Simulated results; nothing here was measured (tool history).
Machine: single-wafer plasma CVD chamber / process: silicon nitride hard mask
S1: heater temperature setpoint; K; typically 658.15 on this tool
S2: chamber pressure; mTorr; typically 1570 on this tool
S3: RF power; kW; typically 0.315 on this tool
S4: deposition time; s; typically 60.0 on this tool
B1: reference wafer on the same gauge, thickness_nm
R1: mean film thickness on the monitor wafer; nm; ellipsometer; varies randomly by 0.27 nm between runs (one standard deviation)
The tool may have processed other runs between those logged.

| run | day | S1 | S2 | S3 | S4 | B1 | R1 |
|---|---|---|---|---|---|---|---|
| 1 | 0.000 | 658.15 | 1570 | 0.315 | 60.0 | 60.485 | 71.864 |
| 2 | 2.088 | 658.15 | 1570 | 0.315 | 60.0 | 60.498 | 72.086 |
| 3 | 3.796 | 658.15 | 1570 | 0.315 | 60.0 | 60.428 | 72.209 |
| 4 | 6.154 | 658.15 | 1570 | 0.315 | 60.0 | 60.538 | 71.720 |
| 5 | 7.612 | 658.15 | 1570 | 0.315 | 60.0 | 60.501 | 71.894 |
|  | 8.925 | gauge calibrated |
| 6 | 10.600 | 658.15 | 1570 | 0.315 | 60.0 | 60.494 | 71.905 |
| 7 | 12.121 | 658.15 | 1570 | 0.315 | 57.5 | 60.464 | 68.969 |
| 8 | 13.229 | 658.15 | 1570 | 0.315 | 60.0 | 60.580 | 72.103 |
|  | 13.854 | RF generator calibrated |
|  | 14.683 | thermocouple changed; heater temperature recalibrated |
| 9 | 14.950 | 658.15 | 1570 | 0.315 | 60.0 | 60.490 | 71.994 |
| 10 | 15.992 | 658.15 | 1570 | 0.315 | 60.0 | 60.497 | 72.097 |
| 11 | 18.433 | 658.15 | 1570 | 0.315 | 60.0 | 60.425 | 71.982 |
| 12 | 19.700 | 658.15 | 1570 | 0.315 | 60.0 | 60.489 | 72.326 |
| 13 | 21.642 | 658.15 | 1570 | 0.315 | 60.0 | 60.487 | 72.045 |

Run 14 has not been measured yet. What should we expect?
| 14 | 22.767 | 667.15 | 1570 | 0.315 | 60.0 | ? | ? |

{"run 14": {"B1": 60.475, "R1": 71.577}}
With no hidden state in the tool, this same run would have given R1 71.577 nm.

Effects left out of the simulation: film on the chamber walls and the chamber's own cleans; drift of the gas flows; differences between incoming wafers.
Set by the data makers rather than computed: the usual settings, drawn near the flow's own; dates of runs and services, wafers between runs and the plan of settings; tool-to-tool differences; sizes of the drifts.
